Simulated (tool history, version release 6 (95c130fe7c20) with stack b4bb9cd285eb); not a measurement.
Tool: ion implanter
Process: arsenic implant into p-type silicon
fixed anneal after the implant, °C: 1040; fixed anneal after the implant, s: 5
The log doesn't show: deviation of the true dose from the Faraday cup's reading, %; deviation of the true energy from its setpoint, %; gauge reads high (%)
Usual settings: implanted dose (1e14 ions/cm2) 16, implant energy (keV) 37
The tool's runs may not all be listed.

run    hour  implanted dose (1e14 ions/cm2)  implant energy (keV)  wafers since the last listed run  hours since the last dose calibration  hours since the extraction supply was calibrated  hours since the gauge calibration  read-back reference wafer on the same gauge, sheet resistance  sheet resistance of the implanted and annealed layer (ohm/square)
  1       0                           13.71                    28                                 0                                  522.6                                            4684.2                             2355.7                                                         105.75                                                              112.6
  2    88.9                           13.71                    28                              2265                                  611.5                                            4773.1                             2444.6                                                         105.73                                                             113.37
  3     129                           13.71                    28                              1021                                  651.6                                            4813.2                             2484.7                                                         105.62                                                             113.63
  4   190.7                              16                    37                              1572                                  713.3                                            4874.9                             2546.4                                                         105.61                                                              97.21
  5   239.4                              16                    37                              1240                                    762                                            4923.6                             2595.1                                                         105.79                                                              96.18
  6   282.4                              16                    37                              1095                                    805                                            4966.6                             2638.1                                                         105.69                                                              97.36
  7   328.8                              16                    37                              1182                                  851.4                                              5013                             2684.5                                                         105.67                                                              97.29
  8   370.2                              16                    37                              1054                                  892.8                                            5054.4                             2725.9                                                         105.83                                                              97.33
      430.2  -- gauge calibrated
  9   434.3                              16                    37                              1633                                  956.9                                            5118.5                                4.1                                                         105.82                                                              97.15
 10   493.8                              16                    37                              1516                                 1016.4                                              5178                               63.6                                                         105.66                                                              97.65
 11   532.6                              16                    37                               988                                 1055.2                                            5216.8                              102.4                                                         105.75                                                              97.62
 12   594.8                            19.2                    37                              1584                                 1117.4                                              5279                              164.6                                                          105.6                                                              91.67
 13   641.8                              16                    37                              1197                                 1164.4                                              5326                              211.6                                                         105.63                                                              97.73
      663.4  -- Faraday cup replaced and dose calibrated
 14   755.5                              16                    37                              2693                                   92.1                                            5439.7                              325.3                                                         105.71                                                              95.89
 15   815.4                              16                    37                              1526                                    152                                            5499.6                              385.2                                                         105.69                                                              96.13
 16   841.9                              16                    37                               675                                  178.5                                            5526.1                              411.7                                                         105.56                                                              96.04
 17     882                           19.52                    37                              1021                                  218.6                                            5566.2                              451.8                                                         105.65                                                              89.49
 18   949.3                           14.02                    41                              1714                                  285.9                                            5633.5                              519.1                                                         105.68                                                              98.01
 19   988.9                              18                  30.5                              1009                                  325.5                                            5673.1                              558.7                                                         105.74                                                              99.68
 20  1043.4                              16                  24.5                              1388                                    380                                            5727.6                              613.2                                                         105.61                                                             113.16
 21    1094                           12.13                    33                              1289                                  430.6                                            5778.2                              663.8                                                         105.65                                                             112.46
 22    1144                           19.86                    37                              1274                                  480.6                                            5828.2                              713.8                                                          105.7                                                               89.4
 23  1171.3                              16                    37                               695                                  507.9                                            5855.5                              741.1                                                         105.81                                                              96.39
 24  1209.4                           11.97                  25.5                               970                                    546                                            5893.6                              779.2                                                          105.8                                                             123.54
 25  1272.2                           11.66                  47.5                              1600                                  608.8                                            5956.4                                842                                                         105.75                                                             105.63
 26  1319.3                           12.48                    24                              1200                                  655.9                                            6003.5                              889.1                                                          105.7                                                             122.81
 27  1357.4                            19.7                  40.5                               970                                    694                                            6041.6                              927.2                                                         105.73                                                               86.8
     1432.7  -- extraction supply calibrated
 28  1433.2                           12.13                    33                              1727                                  769.8                                               0.5                               1003                                                          105.7                                                             113.28
 29    1452                              16                    37                               479                                  788.6                                              19.3                             1021.8                                                         105.72                                                              96.97
 30  1511.7                              16                    37                              1521                                  848.3                                                79                             1081.5                                                         105.73                                                              96.89
 31  1575.6                           19.67                  48.5                              1628                                  912.2                                             142.9                             1145.4                                                         105.61                                                              81.51
 32  1661.3                           20.12                    25                              2183                                  997.9                                             228.6                             1231.1                                                         105.79                                                             105.98
     1697.3  -- Faraday cup replaced and dose calibrated
 33  1728.3                           13.69                    37                              1503                                     31                                             295.6                             1298.1                                                         105.59                                                             102.42
 34    1793                           13.12                    32                              1648                                   95.7                                             360.3                             1362.8                                                         105.78                                                             110.08
 35  1828.5                            20.5                    46                               904                                  131.2                                             395.8                             1398.3                                                         105.65                                                              81.34
 36  1878.1                           20.64                    37                              1263                                  180.8                                             445.4                             1447.9                                                         105.72                                                              88.06
 37  1940.4                              16                    42                              1587                                  243.1                                             507.7                             1510.2                                                         105.83                                                              92.36

4 ways to go on from here, each from the tool as it stands after run 37. What would each give?
  A  1940.8                              16                    37                                10                                  243.5                                             508.1                             1510.6                                                              ?                                                                  ?
  B  1940.8                              16                  48.5                                10                                  243.5                                             508.1                             1510.6                                                              ?                                                                  ?
  C  1940.8                           12.23                  27.5                                10                                  243.5                                             508.1                             1510.6                                                              ?                                                                  ?
  D  1940.8                           17.87                  25.5                                10                                  243.5                                             508.1                             1510.6                                                              ?                                                                  ?

run  read-back reference wafer on the same gauge, sheet resistance  sheet resistance of the implanted and annealed layer (ohm/square)
  A                                                         105.72                                                              95.98
  B                                                         105.72                                                              88.16
  C                                                         105.72                                                             118.54
  D                                                         105.72                                                             106.63
Without the tool's hidden state the same runs would have given:
run  sheet resistance of the implanted and annealed layer (ohm/square)
  A                                                              95.46
  B                                                              87.58
  C                                                             117.79
  D                                                             106.27
